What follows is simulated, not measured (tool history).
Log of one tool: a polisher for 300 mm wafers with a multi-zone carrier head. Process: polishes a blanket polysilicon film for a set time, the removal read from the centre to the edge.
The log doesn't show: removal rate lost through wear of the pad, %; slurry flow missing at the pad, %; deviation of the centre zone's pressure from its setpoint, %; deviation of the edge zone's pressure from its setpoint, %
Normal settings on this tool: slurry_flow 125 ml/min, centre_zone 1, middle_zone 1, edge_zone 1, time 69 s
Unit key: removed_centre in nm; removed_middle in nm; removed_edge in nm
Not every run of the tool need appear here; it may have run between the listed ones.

| run | hour | slurry_flow | centre_zone | middle_zone | edge_zone | time | wafers since the last listed run | wafers polished on this pad | hours since the slurry nozzle was cleaned | hours since the centre zone pressure was calibrated | hours since the edge zone pressure was calibrated | hours since the carrier head's membrane was replaced | incoming thickness of the incoming film, nm | removed_centre | removed_middle | removed_edge |
|---|---|---|---|---|---|---|---|---|---|---|---|---|---|---|---|---|
| 1 | 0 | 125 | 1 | 1 | 1.09 | 69 | 0 | 4180 | 57.9 | 532.3 | 316.3 | 563.3 | 1054.2 | 423.6 | 391.2 | 406 |
|  | 42.1 | carrier head's membrane replaced by a new one |
| 2 | 85.2 | 125 | 1 | 1 | 1 | 69 | 911 | 5091 | 143.1 | 617.5 | 401.5 | 43.1 | 1055.7 | 423 | 391.4 | 375.1 |
| 3 | 137.1 | 125 | 1 | 1 | 1 | 69 | 589 | 5681 | 195 | 669.4 | 453.4 | 95 | 1037.3 | 415.9 | 379.2 | 379.7 |
| 4 | 189.9 | 110 | 1.08 | 1.1 | 1.04 | 69 | 599 | 6281 | 247.8 | 722.2 | 506.2 | 147.8 | 1053.3 | 446.9 | 388.5 | 375.6 |
| 5 | 235.3 | 110 | 1.08 | 1.1 | 1.04 | 69 | 515 | 6797 | 293.2 | 767.6 | 551.6 | 193.2 | 1061.4 | 445.3 | 386.6 | 366.4 |
|  | 247.2 | worn pad replaced by a new one |
| 6 | 324.1 | 125 | 1 | 1.03 | 1 | 69 | 963 | 873 | 382 | 856.4 | 640.4 | 282 | 1047.7 | 455.8 | 412.7 | 400.1 |
| 7 | 413.2 | 155 | 1.06 | 1.09 | 1 | 61 | 1012 | 1885 | 471.1 | 945.5 | 729.5 | 371.1 | 1066.3 | 432.5 | 395.7 | 350.7 |
|  | 446.6 | centre zone pressure recalibrated |
| 8 | 471.5 | 125 | 0.94 | 1.05 | 1.07 | 61 | 639 | 2525 | 529.4 | 24.9 | 787.8 | 429.4 | 1056.9 | 338.3 | 363.5 | 366.6 |
| 9 | 514 | 125 | 0.89 | 0.91 | 0.93 | 82 | 482 | 3008 | 571.9 | 67.4 | 830.3 | 471.9 | 1048.3 | 430.1 | 436.1 | 457.3 |
|  | 582.9 | slurry nozzle cleaned |
| 10 | 587.7 | 145 | 1 | 1 | 0.95 | 69 | 826 | 3834 | 4.8 | 141.1 | 904 | 545.6 | 1059.6 | 410.6 | 401.5 | 376.4 |
|  | 662.4 | carrier head's membrane replaced by a new one |
| 11 | 687.7 | 125 | 1 | 1 | 1 | 69 | 1079 | 4913 | 104.8 | 241.1 | 1004 | 25.3 | 1053 | 409.8 | 387.1 | 384.7 |
| 12 | 742.5 | 150 | 0.89 | 1.05 | 1 | 69 | 622 | 5536 | 159.6 | 295.9 | 1058.8 | 80.1 | 1050.9 | 370.3 | 404 | 387.9 |
| 13 | 812 | 125 | 0.91 | 1 | 1 | 69 | 789 | 6326 | 229.1 | 365.4 | 1128.3 | 149.6 | 1040.3 | 365.3 | 383.1 | 363.6 |
|  | 837.6 | edge zone pressure recalibrated |
|  | 872.7 | worn pad replaced by a new one |
| 14 | 912.4 | 125 | 1.06 | 1 | 0.95 | 69 | 1072 | 450 | 329.5 | 465.8 | 74.8 | 250 | 1030.7 | 461.4 | 406.4 | 395.9 |
| 15 | 961.6 | 125 | 1 | 1 | 1 | 69 | 559 | 1009 | 378.7 | 515 | 124 | 299.2 | 1061.6 | 433 | 412.2 | 401.4 |
| 16 | 1029 | 110 | 0.91 | 1 | 1 | 45 | 765 | 1775 | 446.1 | 582.4 | 191.4 | 366.6 | 1051.2 | 252.1 | 259.1 | 256.9 |
| 17 | 1110.6 | 125 | 1.07 | 1.11 | 1 | 69 | 927 | 2703 | 527.7 | 664 | 273 | 448.2 | 1054.9 | 457 | 430.8 | 396 |
| 18 | 1199.2 | 125 | 0.92 | 1 | 0.95 | 77 | 1006 | 3709 | 616.3 | 752.6 | 361.6 | 536.8 | 1049.7 | 443.2 | 436.5 | 428.7 |
|  | 1261.6 | carrier head's membrane replaced by a new one |
| 19 | 1340.6 | 125 | 1 | 1 | 1 | 69 | 1549 | 5259 | 757.7 | 894 | 503 | 79 | 1044.7 | 432.2 | 395.5 | 374.7 |
|  | 1391.7 | slurry nozzle cleaned |
| 20 | 1419.5 | 125 | 1 | 1 | 0.9 | 86 | 885 | 6144 | 27.8 | 972.9 | 581.9 | 157.9 | 1058.2 | 533.6 | 486.6 | 451.8 |
|  | 1441.9 | centre zone pressure recalibrated |
| 21 | 1501.1 | 105 | 1 | 1 | 1 | 69 | 904 | 7049 | 109.4 | 59.2 | 663.5 | 239.5 | 1043.6 | 384 | 366.2 | 363.2 |
| 22 | 1602 | 125 | 0.89 | 1 | 1 | 69 | 1146 | 8195 | 210.3 | 160.1 | 764.4 | 340.4 | 1069.6 | 353.4 | 381.7 | 368.5 |
|  | 1616.4 | worn pad replaced by a new one |
| 23 | 1660.9 | 125 | 1 | 1 | 1 | 69 | 623 | 505 | 269.2 | 219 | 823.3 | 399.3 | 1040.7 | 439.2 | 406.9 | 409.9 |

Branching from run 23: 3 alternative next runs. What would each branch give?
| A | 1661.3 | 125 | 1 | 1 | 1 | 48 | 4 | 510 | 269.6 | 219.4 | 823.7 | 399.7 | 1063.5 | ? | ? | ? |
| B | 1661.3 | 125 | 1 | 1 | 1 | 54 | 4 | 510 | 269.6 | 219.4 | 823.7 | 399.7 | 1063.5 | ? | ? | ? |
| C | 1661.3 | 125 | 1 | 1 | 0.91 | 62 | 4 | 510 | 269.6 | 219.4 | 823.7 | 399.7 | 1063.5 | ? | ? | ? |

| run | removed_centre | removed_middle | removed_edge |
|---|---|---|---|
| A | 304.8 | 283 | 278.3 |
| B | 342.8 | 318.4 | 313.1 |
| C | 393.6 | 365.6 | 343.9 |
Stripped of hidden state, with their random variation kept, the same runs would have yielded:
| run | removed_centre | removed_middle | removed_edge |
|---|---|---|---|
| A | 296.5 | 285.1 | 280.3 |
| B | 333.6 | 320.7 | 315.3 |
| C | 383 | 368.2 | 346.3 |

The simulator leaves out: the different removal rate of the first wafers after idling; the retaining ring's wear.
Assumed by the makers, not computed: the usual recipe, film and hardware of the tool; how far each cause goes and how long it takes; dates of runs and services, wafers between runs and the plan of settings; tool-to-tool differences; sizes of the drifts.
